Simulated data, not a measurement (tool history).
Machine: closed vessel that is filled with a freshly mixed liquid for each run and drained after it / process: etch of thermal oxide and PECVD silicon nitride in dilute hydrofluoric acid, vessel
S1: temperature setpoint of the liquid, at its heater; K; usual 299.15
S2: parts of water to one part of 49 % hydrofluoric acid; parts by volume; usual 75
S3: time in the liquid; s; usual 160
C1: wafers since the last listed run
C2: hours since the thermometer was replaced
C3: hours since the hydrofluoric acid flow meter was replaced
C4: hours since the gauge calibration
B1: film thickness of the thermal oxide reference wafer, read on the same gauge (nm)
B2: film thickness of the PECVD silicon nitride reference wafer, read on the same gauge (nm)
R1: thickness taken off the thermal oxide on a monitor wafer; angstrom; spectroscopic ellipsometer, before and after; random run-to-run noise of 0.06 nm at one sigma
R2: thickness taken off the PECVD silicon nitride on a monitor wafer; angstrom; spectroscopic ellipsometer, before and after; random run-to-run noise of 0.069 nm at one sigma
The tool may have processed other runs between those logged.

run 1 hour=0 | S1=299.15 S2=90 S3=160 | C1=0 C2=565.6 C3=1806.1 C4=308.5 | B1=79.98 B2=60.04 | R1=89 R2=66.5
run 2 hour=66.7 | S1=299.15 S2=90 S3=160 | C1=8340 C2=632.3 C3=1872.8 C4=375.2 | B1=80.01 B2=59.97 | R1=88.4 R2=66.8
run 3 hour=91.3 | S1=299.15 S2=75 S3=160 | C1=3076 C2=656.9 C3=1897.4 C4=399.8 | B1=80.01 B2=60.05 | R1=110.5 R2=78.3
run 4 hour=116.8 | S1=299.15 S2=75 S3=160 | C1=3188 C2=682.4 C3=1922.9 C4=425.3 | B1=79.99 B2=59.93 | R1=109.4 R2=78.5
run 5 hour=179.6 | S1=299.15 S2=75 S3=160 | C1=7853 C2=745.2 C3=1985.7 C4=488.1 | B1=79.99 B2=60.04 | R1=110.9 R2=81.8
run 6 hour=208.9 | S1=299.15 S2=75 S3=160 | C1=3663 C2=774.5 C3=2015 C4=517.4 | B1=80.01 B2=59.96 | R1=109.5 R2=80.7
run 7 hour=277.8 | S1=299.15 S2=75 S3=160 | C1=8615 C2=843.4 C3=2083.9 C4=586.3 | B1=80 B2=60 | R1=110.9 R2=80.8
run 8 hour=321.7 | S1=299.15 S2=75 S3=195 | C1=5489 C2=887.3 C3=2127.8 C4=630.2 | B1=80.01 B2=60.04 | R1=133.7 R2=98.4
run 9 hour=382.8 | S1=299.15 S2=75 S3=195 | C1=7640 C2=948.4 C3=2188.9 C4=691.3 | B1=80.02 B2=60.05 | R1=135.6 R2=100.1
-- hour=384.6 thermometer replaced
run 10 hour=444.9 | S1=299.15 S2=45 S3=160 | C1=7640 C2=60.3 C3=2251 C4=753.4 | B1=80.01 B2=59.96 | R1=185.4 R2=123.9
run 11 hour=509.1 | S1=299.15 S2=45 S3=160 | C1=8028 C2=124.5 C3=2315.2 C4=817.6 | B1=79.96 B2=59.95 | R1=183.9 R2=124.7
run 12 hour=553.8 | S1=299.15 S2=75 S3=160 | C1=5589 C2=169.2 C3=2359.9 C4=862.3 | B1=80 B2=60.01 | R1=106.2 R2=76.9
run 13 hour=620.7 | S1=299.15 S2=75 S3=160 | C1=8365 C2=236.1 C3=2426.8 C4=929.2 | B1=79.98 B2=59.98 | R1=107.1 R2=74.8
-- hour=650.6 hydrofluoric acid flow meter replaced
run 14 hour=670.2 | S1=299.15 S2=75 S3=160 | C1=6064 C2=285.6 C3=19.6 C4=978.7 | B1=80.02 B2=60 | R1=108.2 R2=77.8
run 15 hour=731.7 | S1=302.65 S2=65 S3=100 | C1=7690 C2=347.1 C3=81.1 C4=1040.2 | B1=80.02 B2=60.01 | R1=90 R2=69.6
-- hour=740.4 gauge calibrated
run 16 hour=767.9 | S1=301.15 S2=75 S3=235 | C1=4526 C2=383.3 C3=117.3 C4=27.5 | B1=80 B2=59.98 | R1=170.6 R2=129.2
run 17 hour=797.3 | S1=299.15 S2=75 S3=95 | C1=3676 C2=412.7 C3=146.7 C4=56.9 | B1=79.99 B2=59.99 | R1=63.7 R2=46.9
run 18 hour=830.1 | S1=299.15 S2=75 S3=210 | C1=4101 C2=445.5 C3=179.5 C4=89.7 | B1=80 B2=60.02 | R1=143.9 R2=101.3
run 19 hour=860.8 | S1=296.15 S2=45 S3=80 | C1=3838 C2=476.2 C3=210.2 C4=120.4 | B1=80.03 B2=60.01 | R1=83.5 R2=52.8
run 20 hour=926.8 | S1=295.65 S2=75 S3=110 | C1=8253 C2=542.2 C3=276.2 C4=186.4 | B1=79.99 B2=59.97 | R1=65.9 R2=43.5
run 21 hour=1012.5 | S1=301.15 S2=75 S3=80 | C1=10716 C2=627.9 C3=361.9 C4=272.1 | B1=80.01 B2=59.99 | R1=58.9 R2=44.6
run 22 hour=1045.5 | S1=299.15 S2=75 S3=160 | C1=4126 C2=660.9 C3=394.9 C4=305.1 | B1=80 B2=59.98 | R1=109.1 R2=79.5
run 23 hour=1110.1 | S1=295.65 S2=75 S3=105 | C1=8078 C2=725.5 C3=459.5 C4=369.7 | B1=80.02 B2=60.01 | R1=62.4 R2=41.4
run 24 hour=1149.7 | S1=301.15 S2=75 S3=235 | C1=4951 C2=765.1 C3=499.1 C4=409.3 | B1=80.01 B2=59.95 | R1=172.9 R2=133.1
-- hour=1183.5 thermometer replaced
run 25 hour=1188.1 | S1=299.15 S2=75 S3=160 | C1=4676 C2=4.6 C3=537.5 C4=447.7 | B1=79.99 B2=60.06 | R1=105.2 R2=74.7
run 26 hour=1246.9 | S1=299.15 S2=75 S3=160 | C1=7352 C2=63.4 C3=596.3 C4=506.5 | B1=79.98 B2=60.02 | R1=105.3 R2=74.8
run 27 hour=1290.2 | S1=295.65 S2=40 S3=210 | C1=5414 C2=106.7 C3=639.6 C4=549.8 | B1=80 B2=59.95 | R1=237.8 R2=146

Hidden state or all else? Some run-to-run changes of R1, split into what the settings, what came in and random variation would give without the hidden state, and what is left for the hidden state (with any gauge scatter that isn't in both results):
Unlogged tool condition in this case: liquid hotter than its thermometer reads (K); hydrofluoric acid flow above the setpoint (%); gauge reads high (%).
Run 9 -> 10: S2 75 -> 45, S3 195 -> 160, thermometer replaced. R1 +49.8 angstrom: hidden state -6, all else +55.8.
Run 23 -> 24: S1 295.65 -> 301.15, S3 105 -> 235. R1 +110.5 angstrom: hidden state +5.3, all else +105.2.
Run 24 -> 25: S1 301.15 -> 299.15, S3 235 -> 160, thermometer replaced. R1 -67.7 angstrom: hidden state -7.8, all else -59.9.
Run 26 -> 27: S1 299.15 -> 295.65, S2 75 -> 40, S3 160 -> 210. R1 +132.5 angstrom: hidden state +2.1, all else +130.4.
